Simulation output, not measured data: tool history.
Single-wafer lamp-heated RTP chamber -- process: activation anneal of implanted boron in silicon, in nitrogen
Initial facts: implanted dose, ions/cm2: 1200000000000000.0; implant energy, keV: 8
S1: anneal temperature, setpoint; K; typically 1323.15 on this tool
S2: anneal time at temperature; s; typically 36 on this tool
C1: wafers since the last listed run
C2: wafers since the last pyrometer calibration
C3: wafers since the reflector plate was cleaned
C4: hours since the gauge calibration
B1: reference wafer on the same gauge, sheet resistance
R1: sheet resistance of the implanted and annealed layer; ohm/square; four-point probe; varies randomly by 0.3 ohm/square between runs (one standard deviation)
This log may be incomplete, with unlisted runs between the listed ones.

run,hour,S1,S2,C1,C2,C3,C4,B1,R1
1,0.0,1323.15,36,0,1996,11500,25.5,105.99,106.80
2,7.5,1323.15,36,81,2077,11581,33.0,105.99,107.12
3,17.1,1323.15,36,103,2181,11685,42.6,106.04,106.99
4,29.7,1323.15,47,136,2317,11821,55.2,105.93,105.35
5,40.0,1323.15,47,111,2429,11932,65.5,105.97,105.11
6,47.8,1323.15,47,84,2513,12016,73.3,105.94,105.47
7,61.7,1323.15,36,150,2663,12167,87.2,106.04,106.84
8,79.4,1323.15,36,191,2854,12358,104.9,106.06,107.07
9,87.0,1323.15,36,82,2937,12440,112.5,106.00,107.13
10,101.5,1323.15,43,156,3093,12597,127.0,105.89,105.61
11,115.7,1323.15,36,153,3247,12750,141.2,106.04,107.20
12,133.1,1323.15,29,188,3435,12938,158.6,105.89,108.36
# hour 142.5: reflector plate cleaned
# hour 156.8: pyrometer window cleaned and pyrometer calibrated
13,157.3,1323.15,29,88,5,73,182.8,105.99,111.03
14,162.4,1323.15,36,55,60,128,187.9,106.00,109.30
# hour 165.5: gauge calibrated
15,180.2,1323.15,36,192,253,321,14.7,105.96,108.81
16,196.3,1323.15,36,174,427,495,30.8,106.03,108.17
17,213.3,1340.15,57,183,611,678,47.8,105.86,103.49
18,220.6,1302.15,36,78,689,757,55.1,106.05,115.25
19,233.2,1323.15,36,136,826,893,67.7,105.84,107.94
20,247.4,1323.15,36,153,979,1047,81.9,105.94,106.81
21,262.1,1323.15,36,158,1138,1206,96.6,105.96,106.99
22,279.3,1299.15,25,185,1324,1392,113.8,106.02,118.20
23,292.6,1344.15,27,143,1468,1535,127.1,106.05,106.38
24,300.2,1349.15,47,82,1550,1618,134.7,105.92,103.96
25,310.0,1314.15,36,105,1656,1723,144.5,106.06,109.06
26,321.5,1299.15,42,124,1780,1848,156.0,106.03,113.53
27,332.8,1323.15,36,122,1902,1970,167.3,106.01,107.04
# hour 342.1: gauge calibrated
28,343.6,1336.15,36,116,2019,2087,1.5,106.12,105.59
29,358.8,1323.15,30,164,2183,2251,16.7,106.04,108.11

Predict each of these 5 candidate next runs independently; none follows another, all start after run 29:
A,359.2,1323.15,36,4,2187,2255,17.1,?,?
B,359.2,1348.15,51,4,2187,2255,17.1,?,?
C,359.2,1323.15,21,4,2187,2255,17.1,?,?
D,359.2,1334.15,48,4,2187,2255,17.1,?,?
E,359.2,1323.15,15,4,2187,2255,17.1,?,?

run,B1,R1
A,106.02,107.00
B,106.02,103.49
C,106.02,111.04
D,106.02,104.31
E,106.02,113.82
Stripped of hidden state, with their random variation kept, the same runs would have yielded:
run,R1
A,109.68
B,103.94
C,114.44
D,105.40
E,117.56
